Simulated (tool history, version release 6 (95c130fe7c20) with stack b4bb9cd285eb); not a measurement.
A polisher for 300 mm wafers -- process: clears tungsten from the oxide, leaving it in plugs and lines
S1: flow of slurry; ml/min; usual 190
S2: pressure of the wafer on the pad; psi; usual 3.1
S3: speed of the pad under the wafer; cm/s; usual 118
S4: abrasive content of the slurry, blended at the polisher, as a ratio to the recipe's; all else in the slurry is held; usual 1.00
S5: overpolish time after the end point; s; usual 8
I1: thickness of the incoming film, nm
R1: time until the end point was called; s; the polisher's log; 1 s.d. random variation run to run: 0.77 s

| run | hour | S1 | S2 | S3 | S4 | S5 | I1 | R1 |
|---|---|---|---|---|---|---|---|---|
| 1 | 0.0 | 190 | 3.1 | 118 | 1.00 | 8 | 314.1 | 64.1 |
| 2 | 15.2 | 190 | 3.1 | 118 | 1.00 | 8 | 310.0 | 62.3 |
| 3 | 22.3 | 190 | 3.1 | 118 | 1.00 | 8 | 308.1 | 63.0 |
|  | 26.7 | slurry tank refilled with fresh slurry and peroxide |
|  | 27.9 | worn pad replaced by a new one |
| 4 | 38.5 | 190 | 3.1 | 118 | 1.00 | 8 | 312.0 | 64.1 |
| 5 | 64.7 | 190 | 3.1 | 118 | 1.00 | 8 | 307.0 | 63.9 |
|  | 73.5 | worn pad replaced by a new one |
| 6 | 74.0 | 190 | 3.5 | 118 | 1.00 | 8 | 306.2 | 56.6 |
| 7 | 88.7 | 190 | 3.1 | 118 | 1.00 | 8 | 306.2 | 64.6 |
| 8 | 95.6 | 240 | 3.1 | 118 | 1.00 | 11 | 316.2 | 63.4 |
| 9 | 109.0 | 240 | 3.1 | 118 | 1.00 | 11 | 310.9 | 63.7 |
|  | 129.9 | worn pad replaced by a new one |
|  | 132.3 | slurry blender recalibrated |
| 10 | 132.8 | 240 | 3.1 | 118 | 1.00 | 11 | 307.3 | 62.6 |
| 11 | 134.5 | 230 | 2.3 | 100 | 1.15 | 8 | 309.9 | 97.8 |
|  | 156.9 | slurry tank refilled with fresh slurry and peroxide |
| 12 | 159.8 | 220 | 3.1 | 118 | 1.00 | 8 | 308.4 | 66.9 |
| 13 | 173.3 | 190 | 3.1 | 100 | 1.00 | 10 | 311.1 | 81.9 |
|  | 176.7 | slurry nozzle cleaned |
|  | 185.8 | worn pad replaced by a new one |
| 14 | 186.3 | 190 | 3.1 | 118 | 1.00 | 8 | 307.9 | 60.6 |
|  | 196.4 | head pressure recalibrated |
| 15 | 198.0 | 240 | 3.1 | 118 | 1.00 | 11 | 312.3 | 58.3 |
| 16 | 211.5 | 255 | 3.1 | 96 | 1.00 | 8 | 309.8 | 70.6 |
| 17 | 223.4 | 255 | 3.1 | 138 | 1.10 | 8 | 309.6 | 48.4 |
|  | 230.8 | worn pad replaced by a new one |
| 18 | 238.8 | 190 | 3.1 | 118 | 1.00 | 8 | 310.7 | 60.6 |
| 19 | 252.4 | 190 | 3.1 | 118 | 1.10 | 11 | 307.8 | 59.3 |
| 20 | 260.5 | 250 | 3.1 | 152 | 0.85 | 11 | 312.7 | 47.5 |

4 ways to go on from here, each from the tool as it stands after run 20. What would each give?
| A | 260.9 | 190 | 3.1 | 118 | 1.00 | 10 | 309.3 | ? |
| B | 260.9 | 190 | 4.0 | 140 | 0.90 | 8 | 309.3 | ? |
| C | 260.9 | 190 | 3.1 | 130 | 1.10 | 11 | 309.3 | ? |
| D | 260.9 | 190 | 3.1 | 90 | 0.80 | 10 | 309.3 | ? |

| run | R1 |
|---|---|
| A | 60.2 |
| B | 40.4 |
| C | 53.4 |
| D | 83.6 |
Without the tool's unlogged condition, the same runs would have read:
| run | R1 |
|---|---|
| A | 60.0 |
| B | 40.3 |
| C | 53.2 |
| D | 83.3 |

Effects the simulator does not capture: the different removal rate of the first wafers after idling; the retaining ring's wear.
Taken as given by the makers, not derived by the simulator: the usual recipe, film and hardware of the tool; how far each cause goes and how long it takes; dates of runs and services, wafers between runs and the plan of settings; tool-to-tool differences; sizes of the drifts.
